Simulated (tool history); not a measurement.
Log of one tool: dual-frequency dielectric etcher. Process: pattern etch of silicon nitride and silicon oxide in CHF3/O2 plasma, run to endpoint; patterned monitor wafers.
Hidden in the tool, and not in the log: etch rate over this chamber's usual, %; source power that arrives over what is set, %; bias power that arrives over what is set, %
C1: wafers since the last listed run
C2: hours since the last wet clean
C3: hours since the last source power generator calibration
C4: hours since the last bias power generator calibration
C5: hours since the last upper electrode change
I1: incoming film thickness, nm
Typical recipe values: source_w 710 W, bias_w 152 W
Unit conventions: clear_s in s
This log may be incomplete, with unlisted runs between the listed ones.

run 1 hour=0 | source_w=710 bias_w=152 | C1=0 C2=263.8 C3=2468.4 C4=3033.1 C5=3806 | I1=155.1 | clear_s=101.6
run 2 hour=16.5 | source_w=710 bias_w=152 | C1=123 C2=280.3 C3=2484.9 C4=3049.6 C5=3822.5 | I1=155.5 | clear_s=102
run 3 hour=37.4 | source_w=710 bias_w=152 | C1=156 C2=301.2 C3=2505.8 C4=3070.5 C5=3843.4 | I1=157.7 | clear_s=104.3
run 4 hour=49.6 | source_w=710 bias_w=143 | C1=91 C2=313.4 C3=2518 C4=3082.7 C5=3855.6 | I1=156.1 | clear_s=105.9
run 5 hour=70.2 | source_w=710 bias_w=143 | C1=154 C2=334 C3=2538.6 C4=3103.3 C5=3876.2 | I1=157.1 | clear_s=106.2
-- hour=145.7 wet clean of the chamber
run 6 hour=149 | source_w=710 bias_w=152 | C1=410 C2=3.3 C3=2617.4 C4=3182.1 C5=3955 | I1=155.9 | clear_s=106.5
-- hour=179.9 upper electrode replaced
run 7 hour=180.4 | source_w=710 bias_w=152 | C1=55 C2=34.7 C3=2648.8 C4=3213.5 C5=0.5 | I1=155.2 | clear_s=106.1

The next listed run, before its measurement:
-- hour=213.5 source power generator calibrated
-- hour=234.7 wet clean of the chamber, repeated, since the last time left the tool worse
run 8 hour=271.1 | source_w=840 bias_w=175 | C1=491 C2=36.4 C3=57.6 C4=3304.2 C5=91.2 | I1=155.1 | clear_s=?

{"run 8": {"clear_s": 91.2}}
With the hidden condition absent and the run-to-run variation left alone, this run would have shown clear_s 91.1 s.
